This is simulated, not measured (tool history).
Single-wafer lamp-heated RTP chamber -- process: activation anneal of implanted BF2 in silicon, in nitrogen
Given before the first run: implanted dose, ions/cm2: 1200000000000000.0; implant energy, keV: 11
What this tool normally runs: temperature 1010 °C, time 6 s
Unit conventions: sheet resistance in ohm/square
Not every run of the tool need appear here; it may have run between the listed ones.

run	hour	temperature	time	wafers since the last listed run	wafers since the last pyrometer calibration	wafers since the reflector plate was cleaned	hours since the gauge calibration	read-back reference wafer on the same gauge, sheet resistance	sheet resistance
1	0	1010	6	0	6372	3183	404.9	269.94	241.87
2	62.4	1010	6	598	6971	3782	467.3	270	239.86
# hour 128.8: pyrometer window cleaned and pyrometer calibrated
3	156.6	1001	6	827	267	4610	561.5	269.96	265.73
4	219.3	1001	6	601	868	5211	624.2	270.04	267.14
5	270.6	1001	6	492	1361	5704	675.5	269.92	265.2
6	328.8	999	4	558	1920	6263	733.7	269.96	281.52
7	388.3	999	4	571	2491	6834	793.2	269.98	282.87
8	473.6	999	4	818	3309	7652	878.5	269.93	279.58
9	514.2	1030	6	389	3699	8042	919.1	269.87	209.55
10	585.5	1010	6	684	4384	8726	990.4	269.92	244.23
# hour 603.6: gauge calibrated
11	637.3	1010	6	497	4881	9224	33.7	270.11	243
12	714.9	1010	6	744	5626	9969	111.3	269.94	239.61
13	777.7	1010	6	602	6228	10571	174.1	269.93	239.01
# hour 820.2: pyrometer window cleaned and pyrometer calibrated
14	824.8	1010	8	375	44	10947	221.2	270.12	234.99
15	921.6	981	9	929	973	11876	318	270.21	285.74
16	999.6	983	8	748	1722	12625	396	270.05	284.81
# hour 1018.5: reflector plate cleaned
17	1057.8	1010	6	481	2204	377	454.2	269.98	249.46
18	1128.3	1010	3	676	2880	1054	524.7	269.96	272.26
19	1186	996	5	553	3434	1608	582.4	269.97	281.09
20	1232.5	1001	6	446	3880	2054	628.9	269.86	264.32
21	1296.7	988	9	616	4497	2670	693.1	270.11	273.29
# hour 1439.1: gauge calibrated
# hour 1561.2: pyrometer window cleaned and pyrometer calibrated
22	1578.4	1034	8	2627	165	5297	139.3	269.89	192.92
23	1637.4	992	6	566	731	5864	198.3	270.12	283.59

How the hidden state differs across the entries between the runs, from the last listed run before each to the first after it:
Between runs 2 and 3: pyrometer window cleaned and pyrometer calibrated (hour 128.8)
  true wafer temperature minus pyrometer reading, K: 5.54 -> 0.654; wafer temperature error from the tarnished reflector plate, K: 0.487 -> 0.64
  what was measured, less what the result would be without the hidden state, sheet resistance: -10.98 -> -2.44 ohm/square
Between runs 10 and 11: gauge calibrated (hour 603.6)
  true wafer temperature minus pyrometer reading, K: 2.56 -> 3.02; wafer temperature error from the tarnished reflector plate, K: 1.75 -> 1.93
  what was measured, less what the result would be without the hidden state, sheet resistance: -7.91 -> -9.07 ohm/square
Between runs 13 and 14: pyrometer window cleaned and pyrometer calibrated (hour 820.2)
  true wafer temperature minus pyrometer reading, K: 4.51 -> 0.234; wafer temperature error from the tarnished reflector plate, K: 2.47 -> 2.67
  what was measured, less what the result would be without the hidden state, sheet resistance: -12.75 -> -5.45 ohm/square
Between runs 16 and 17: reflector plate cleaned (hour 1018.5)
  true wafer temperature minus pyrometer reading, K: 0.529 -> 0.751; wafer temperature error from the tarnished reflector plate, K: 3.47 -> 0.263
  what was measured, less what the result would be without the hidden state, sheet resistance: -8.68 -> -1.86 ohm/square
Between runs 21 and 22: gauge calibrated (hour 1439.1); pyrometer window cleaned and pyrometer calibrated (hour 1561.2)
  true wafer temperature minus pyrometer reading, K: 2.31 -> 0.217; wafer temperature error from the tarnished reflector plate, K: 0.403 -> 0.838
  what was measured, less what the result would be without the hidden state, sheet resistance: -5.78 -> -1.83 ohm/square
